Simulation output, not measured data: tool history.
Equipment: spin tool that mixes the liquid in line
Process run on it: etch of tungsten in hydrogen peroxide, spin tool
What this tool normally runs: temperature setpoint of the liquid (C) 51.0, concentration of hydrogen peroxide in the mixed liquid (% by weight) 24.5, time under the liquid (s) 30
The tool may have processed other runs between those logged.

run,hour,temperature setpoint of the liquid (C),concentration of hydrogen peroxide in the mixed liquid (% by weight),time under the liquid (s),wafers since the last listed run,hours since the thermometer was replaced,hours since the peroxide flow meter was replaced,hours since the heated supply line was repaired,hours since the drum of peroxide was connected,hours since the gauge calibration,"read-back film thickness of the tungsten reference wafer, read on the same gauge (nm)",thickness taken off the tungsten on a monitor wafer (nm)
1,0.0,51.0,24.5,30,0,1814.2,379.5,927.7,1195.4,50.2,150.58,67.15
2,22.4,51.0,24.5,30,237,1836.6,401.9,950.1,1217.8,72.6,150.86,67.16
3,52.5,51.0,24.5,30,319,1866.7,432.0,980.2,1247.9,102.7,151.08,67.55
4,81.1,51.0,24.5,30,303,1895.3,460.6,1008.8,1276.5,131.3,151.30,67.82
5,107.1,57.5,24.5,30,275,1921.3,486.6,1034.8,1302.5,157.3,151.44,99.15
6,119.7,57.5,24.5,30,133,1933.9,499.2,1047.4,1315.1,169.9,151.49,99.69
7,150.7,57.5,24.5,30,329,1964.9,530.2,1078.4,1346.1,200.9,151.59,99.25
8,176.0,51.0,23.0,30,268,1990.2,555.5,1103.7,1371.4,226.2,151.66,65.35
9,191.3,51.0,23.0,30,162,2005.5,570.8,1119.0,1386.7,241.5,151.72,65.33
# hour 199.5: heated supply line repaired
# hour 209.7: new drum of peroxide connected
10,222.0,51.0,23.0,30,304,2036.2,601.5,22.5,12.3,272.2,151.79,65.70
# hour 239.3: thermometer replaced
11,245.6,60.0,24.5,50,239,6.3,625.1,46.1,35.9,295.8,151.80,192.96
12,260.9,51.0,24.5,15,162,21.6,640.4,61.4,51.2,311.1,151.83,33.76
13,278.8,55.5,24.5,40,190,39.5,658.3,79.3,69.1,329.0,151.85,118.36
14,294.3,60.5,24.5,30,164,55.0,673.8,94.8,84.6,344.5,151.85,118.93
# hour 312.4: gauge calibrated
# hour 314.9: peroxide flow meter replaced
15,316.7,51.0,24.5,50,227,77.4,1.8,117.2,107.0,4.3,150.00,111.69
16,347.9,57.5,24.5,30,331,108.6,33.0,148.4,138.2,35.5,150.51,99.26
17,363.4,51.0,26.5,15,164,124.1,48.5,163.9,153.7,51.0,150.70,34.96
18,377.4,57.5,30.0,30,148,138.1,62.5,177.9,167.7,65.0,150.86,109.94
19,389.6,51.0,24.5,30,129,150.3,74.7,190.1,179.9,77.2,150.98,67.53
20,407.5,46.5,18.5,20,190,168.2,92.6,208.0,197.8,95.1,151.14,29.70

Each row is a separate what-if for the run after 20, all from the same tool condition, not one after another. Results?
A,407.9,51.0,24.5,30,4,168.6,93.0,208.4,198.2,95.5,?,?
B,407.9,51.0,20.0,45,4,168.6,93.0,208.4,198.2,95.5,?,?
C,407.9,59.0,19.0,50,4,168.6,93.0,208.4,198.2,95.5,?,?

run,"read-back film thickness of the tungsten reference wafer, read on the same gauge (nm)",thickness taken off the tungsten on a monitor wafer (nm)
A,151.15,67.67
B,151.15,91.72
C,151.15,159.60
With the hidden condition removed and each run's random variation left untouched, the same runs would have given:
run,thickness taken off the tungsten on a monitor wafer (nm)
A,67.16
B,91.02
C,158.39
